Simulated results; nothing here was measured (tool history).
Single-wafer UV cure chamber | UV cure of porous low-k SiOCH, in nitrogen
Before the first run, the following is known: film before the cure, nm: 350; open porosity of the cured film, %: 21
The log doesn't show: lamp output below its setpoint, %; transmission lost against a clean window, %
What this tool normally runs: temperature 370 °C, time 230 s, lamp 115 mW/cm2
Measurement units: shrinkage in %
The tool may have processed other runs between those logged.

| run | hour | temperature | time | lamp | wafers since the last listed run | hours since the UV bulbs were replaced | wafers since the quartz window was cleaned | shrinkage |
|---|---|---|---|---|---|---|---|---|
| 1 | 0 | 370 | 230 | 115 | 0 | 1827.8 | 1232 | 12.04 |
|  | 32.8 | quartz window cleaned |
| 2 | 33.3 | 370 | 230 | 115 | 157 | 1861.1 | 3 | 12.869 |
| 3 | 71.9 | 370 | 230 | 92 | 240 | 1899.7 | 243 | 11.623 |
| 4 | 105.1 | 370 | 230 | 92 | 206 | 1932.9 | 450 | 11.555 |
| 5 | 158.7 | 370 | 230 | 92 | 333 | 1986.5 | 784 | 11.484 |
| 6 | 201 | 370 | 230 | 115 | 263 | 2028.8 | 1048 | 12.108 |
| 7 | 240.7 | 370 | 230 | 115 | 247 | 2068.5 | 1295 | 11.694 |
|  | 251 | quartz window cleaned |
| 8 | 275.6 | 370 | 230 | 115 | 167 | 2103.4 | 153 | 12.967 |
| 9 | 310.7 | 370 | 230 | 115 | 218 | 2138.5 | 372 | 12.721 |
| 10 | 370.1 | 370 | 230 | 115 | 370 | 2197.9 | 742 | 12.525 |
| 11 | 425.4 | 370 | 275 | 115 | 344 | 2253.2 | 1086 | 12.822 |
|  | 460.7 | quartz window cleaned |
| 12 | 493.5 | 370 | 230 | 105 | 374 | 2321.3 | 204 | 12.311 |
| 13 | 547.2 | 350 | 165 | 115 | 334 | 2375 | 539 | 10.503 |
| 14 | 595.3 | 370 | 230 | 115 | 299 | 2423.1 | 838 | 12.615 |
| 15 | 624.1 | 370 | 230 | 115 | 179 | 2451.9 | 1018 | 12.3 |
| 16 | 678.9 | 370 | 230 | 115 | 341 | 2506.7 | 1359 | 12.218 |
|  | 718.1 | quartz window cleaned |
| 17 | 720.9 | 370 | 95 | 92 | 211 | 2548.7 | 17 | 7.431 |
| 18 | 779.4 | 386 | 230 | 115 | 364 | 2607.2 | 381 | 13.043 |
|  | 800.7 | UV bulbs replaced |
| 19 | 808.1 | 352 | 230 | 115 | 128 | 7.4 | 510 | 12.043 |
| 20 | 876.7 | 370 | 325 | 126 | 427 | 76 | 937 | 14.132 |
| 21 | 930.5 | 384 | 230 | 87 | 335 | 129.8 | 1272 | 10.799 |
|  | 952.9 | quartz window cleaned |
| 22 | 1036.4 | 370 | 230 | 115 | 609 | 235.7 | 520 | 12.675 |
| 23 | 1089.5 | 375 | 165 | 88 | 330 | 288.8 | 851 | 9.485 |
| 24 | 1120.3 | 386 | 305 | 93 | 191 | 319.6 | 1042 | 12.719 |

How would selected steps in shrinkage from run to run divide? Give the signed amount a tool lacking its hidden state would still show from settings, what came in and random variation, and the signed amount left for the hidden state, including any gauge scatter that is not in both of the compared results.
Run 7 -> 8: quartz window cleaned. shrinkage +1.273 %: hidden state +0.791, all else +0.482.
Run 16 -> 17: time 230 -> 95, lamp 115 -> 92, quartz window cleaned. shrinkage -4.787 %: hidden state +0.844, all else -5.631.
Run 17 -> 18: temperature 370 -> 386, time 95 -> 230, lamp 92 -> 115. shrinkage +5.612 %: hidden state -0.264, all else +5.876.
